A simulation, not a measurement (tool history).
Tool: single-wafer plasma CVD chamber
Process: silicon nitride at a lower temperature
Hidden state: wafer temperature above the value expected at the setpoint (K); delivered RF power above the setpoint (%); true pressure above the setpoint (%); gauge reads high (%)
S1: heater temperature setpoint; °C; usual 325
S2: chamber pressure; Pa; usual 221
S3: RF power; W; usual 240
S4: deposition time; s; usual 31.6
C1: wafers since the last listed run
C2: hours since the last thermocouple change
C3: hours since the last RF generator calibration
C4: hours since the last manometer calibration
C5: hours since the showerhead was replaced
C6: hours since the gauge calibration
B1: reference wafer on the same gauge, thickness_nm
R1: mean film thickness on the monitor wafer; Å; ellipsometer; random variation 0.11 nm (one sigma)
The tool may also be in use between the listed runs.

{"run": 1, "hour": 0.0, "S1": 329, "S2": 221, "S3": 240, "S4": 31.6, "C1": 0, "C2": 2204.2, "C3": 1961.7, "C4": 1355.0, "C5": 3746.7, "C6": 237.6, "B1": 31.42, "R1": 285.5}
{"run": 2, "hour": 26.9, "S1": 329, "S2": 221, "S3": 240, "S4": 31.6, "C1": 537, "C2": 2231.1, "C3": 1988.6, "C4": 1381.9, "C5": 3773.6, "C6": 264.5, "B1": 31.343, "R1": 284.7}
{"run": 3, "hour": 58.2, "S1": 329, "S2": 221, "S3": 240, "S4": 31.6, "C1": 625, "C2": 2262.4, "C3": 2019.9, "C4": 1413.2, "C5": 3804.9, "C6": 295.8, "B1": 31.259, "R1": 284.99}
{"run": 4, "hour": 71.0, "S1": 325, "S2": 221, "S3": 240, "S4": 31.6, "C1": 255, "C2": 2275.2, "C3": 2032.7, "C4": 1426.0, "C5": 3817.7, "C6": 308.6, "B1": 31.292, "R1": 284.58}
{"run": 5, "hour": 91.2, "S1": 325, "S2": 221, "S3": 240, "S4": 31.6, "C1": 403, "C2": 2295.4, "C3": 2052.9, "C4": 1446.2, "C5": 3837.9, "C6": 328.8, "B1": 31.228, "R1": 285.02}
{"run": 6, "hour": 118.0, "S1": 325, "S2": 221, "S3": 240, "S4": 31.6, "C1": 535, "C2": 2322.2, "C3": 2079.7, "C4": 1473.0, "C5": 3864.7, "C6": 355.6, "B1": 31.196, "R1": 284.53}
{"hour": 136.6, "done": "thermocouple changed; heater temperature recalibrated"}
{"run": 7, "hour": 141.1, "S1": 325, "S2": 221, "S3": 240, "S4": 31.6, "C1": 301, "C2": 4.5, "C3": 2102.8, "C4": 1496.1, "C5": 3887.8, "C6": 378.7, "B1": 31.152, "R1": 283.03}
{"run": 8, "hour": 164.1, "S1": 325, "S2": 221, "S3": 240, "S4": 33.2, "C1": 459, "C2": 27.5, "C3": 2125.8, "C4": 1519.1, "C5": 3910.8, "C6": 401.7, "B1": 31.095, "R1": 297.79}
{"hour": 189.6, "done": "RF generator calibrated"}
{"run": 9, "hour": 227.9, "S1": 329, "S2": 221, "S3": 240, "S4": 31.6, "C1": 1115, "C2": 91.3, "C3": 38.3, "C4": 1582.9, "C5": 3974.6, "C6": 465.5, "B1": 30.966, "R1": 280.34}
{"hour": 228.1, "done": "gauge calibrated"}
{"hour": 252.3, "done": "showerhead replaced"}
{"run": 10, "hour": 257.0, "S1": 315, "S2": 221, "S3": 220, "S4": 35.1, "C1": 421, "C2": 120.4, "C3": 67.4, "C4": 1612.0, "C5": 4.7, "C6": 28.9, "B1": 31.445, "R1": 296.59}
{"run": 11, "hour": 289.8, "S1": 336, "S2": 237, "S3": 195, "S4": 33.9, "C1": 655, "C2": 153.2, "C3": 100.2, "C4": 1644.8, "C5": 37.5, "C6": 61.7, "B1": 31.492, "R1": 258.0}
{"hour": 326.0, "done": "capacitance manometer re-zeroed and calibrated"}
{"run": 12, "hour": 326.5, "S1": 330, "S2": 221, "S3": 205, "S4": 31.6, "C1": 573, "C2": 189.9, "C3": 136.9, "C4": 0.5, "C5": 74.2, "C6": 98.4, "B1": 31.467, "R1": 247.54}
{"run": 13, "hour": 341.1, "S1": 325, "S2": 221, "S3": 240, "S4": 31.6, "C1": 291, "C2": 204.5, "C3": 151.5, "C4": 15.1, "C5": 88.8, "C6": 113.0, "B1": 31.488, "R1": 285.95}
{"run": 14, "hour": 373.8, "S1": 325, "S2": 221, "S3": 240, "S4": 31.6, "C1": 653, "C2": 237.2, "C3": 184.2, "C4": 47.8, "C5": 121.5, "C6": 145.7, "B1": 31.405, "R1": 285.36}
{"run": 15, "hour": 405.9, "S1": 325, "S2": 180, "S3": 215, "S4": 31.6, "C1": 641, "C2": 269.3, "C3": 216.3, "C4": 79.9, "C5": 153.6, "C6": 177.8, "B1": 31.401, "R1": 246.56}
{"run": 16, "hour": 437.1, "S1": 325, "S2": 241, "S3": 240, "S4": 37.6, "C1": 623, "C2": 300.5, "C3": 247.5, "C4": 111.1, "C5": 184.8, "C6": 209.0, "B1": 31.335, "R1": 345.56}

Hidden state or all else? Some run-to-run changes of R1, split into what the settings, what came in and random variation would give without the hidden state, and what is left for the hidden state (with any gauge scatter that isn't in both results):
Run 9 -> 10: S1 329 -> 315, S3 240 -> 220, S4 31.6 -> 35.1, gauge calibrated, showerhead replaced. R1 +16.25 Å: hidden state +4.94, all else +11.31.
Run 15 -> 16: S2 180 -> 241, S3 215 -> 240, S4 31.6 -> 37.6. R1 +99.00 Å: hidden state -0.99, all else +99.99.
